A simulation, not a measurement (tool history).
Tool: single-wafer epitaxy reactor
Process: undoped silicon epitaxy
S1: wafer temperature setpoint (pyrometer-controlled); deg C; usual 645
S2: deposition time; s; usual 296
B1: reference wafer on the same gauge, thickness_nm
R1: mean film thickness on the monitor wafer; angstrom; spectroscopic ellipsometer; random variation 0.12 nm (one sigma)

{"run": 1, "hour": 0.0, "S1": 645, "S2": 256, "B1": 39.204, "R1": 417.84}
{"run": 2, "hour": 27.7, "S1": 645, "S2": 314, "B1": 39.178, "R1": 513.1}
{"run": 3, "hour": 52.3, "S1": 645, "S2": 314, "B1": 39.173, "R1": 515.8}
{"run": 4, "hour": 69.3, "S1": 645, "S2": 314, "B1": 39.234, "R1": 513.01}
{"run": 5, "hour": 105.0, "S1": 645, "S2": 296, "B1": 39.197, "R1": 484.37}
{"run": 6, "hour": 139.9, "S1": 645, "S2": 296, "B1": 39.219, "R1": 485.84}
{"run": 7, "hour": 171.7, "S1": 645, "S2": 312, "B1": 39.256, "R1": 511.35}
{"run": 8, "hour": 204.9, "S1": 645, "S2": 312, "B1": 39.199, "R1": 512.31}
{"run": 9, "hour": 218.0, "S1": 645, "S2": 312, "B1": 39.208, "R1": 512.86}
{"run": 10, "hour": 243.8, "S1": 645, "S2": 260, "B1": 39.193, "R1": 428.11}
{"run": 11, "hour": 261.7, "S1": 645, "S2": 260, "B1": 39.184, "R1": 427.19}
{"run": 12, "hour": 295.8, "S1": 645, "S2": 296, "B1": 39.192, "R1": 486.82}
{"run": 13, "hour": 322.5, "S1": 645, "S2": 296, "B1": 39.203, "R1": 487.59}
{"run": 14, "hour": 348.7, "S1": 645, "S2": 337, "B1": 39.21, "R1": 554.25}
{"hour": 367.7, "done": "pyrometer calibrated"}
{"run": 15, "hour": 377.2, "S1": 645, "S2": 296, "B1": 39.219, "R1": 454.02}
{"hour": 423.8, "done": "gauge calibrated"}
{"run": 16, "hour": 454.0, "S1": 659, "S2": 342, "B1": 39.192, "R1": 750.68}
{"run": 17, "hour": 484.1, "S1": 645, "S2": 296, "B1": 39.18, "R1": 462.61}
{"run": 18, "hour": 500.5, "S1": 656, "S2": 321, "B1": 39.186, "R1": 659}
{"run": 19, "hour": 523.3, "S1": 645, "S2": 296, "B1": 39.174, "R1": 463.93}
{"run": 20, "hour": 549.0, "S1": 645, "S2": 296, "B1": 39.204, "R1": 462.87}
{"run": 21, "hour": 578.6, "S1": 656, "S2": 296, "B1": 39.186, "R1": 613.78}
{"run": 22, "hour": 609.9, "S1": 645, "S2": 269, "B1": 39.203, "R1": 425.17}
{"run": 23, "hour": 633.0, "S1": 645, "S2": 296, "B1": 39.214, "R1": 469.81}
{"run": 24, "hour": 651.6, "S1": 640, "S2": 332, "B1": 39.248, "R1": 464.32}
{"run": 25, "hour": 674.2, "S1": 656, "S2": 244, "B1": 39.245, "R1": 510.26}
{"run": 26, "hour": 707.0, "S1": 639, "S2": 268, "B1": 39.193, "R1": 367.27}

Forecast each of these 3 alternatives for the next run:
{"run": "A", "hour": 707.5, "S1": 645, "S2": 296, "B1": "?", "R1": "?"}
{"run": "B", "hour": 707.5, "S1": 645, "S2": 257, "B1": "?", "R1": "?"}
{"run": "C", "hour": 707.5, "S1": 655, "S2": 324, "B1": "?", "R1": "?"}

run=A B1=39.212 R1=470.99
run=B B1=39.212 R1=408.94
run=C B1=39.212 R1=660.08
Without the tool's hidden state the same runs would have given:
run=A R1=454.32
run=B R1=394.46
run=C R1=637.27

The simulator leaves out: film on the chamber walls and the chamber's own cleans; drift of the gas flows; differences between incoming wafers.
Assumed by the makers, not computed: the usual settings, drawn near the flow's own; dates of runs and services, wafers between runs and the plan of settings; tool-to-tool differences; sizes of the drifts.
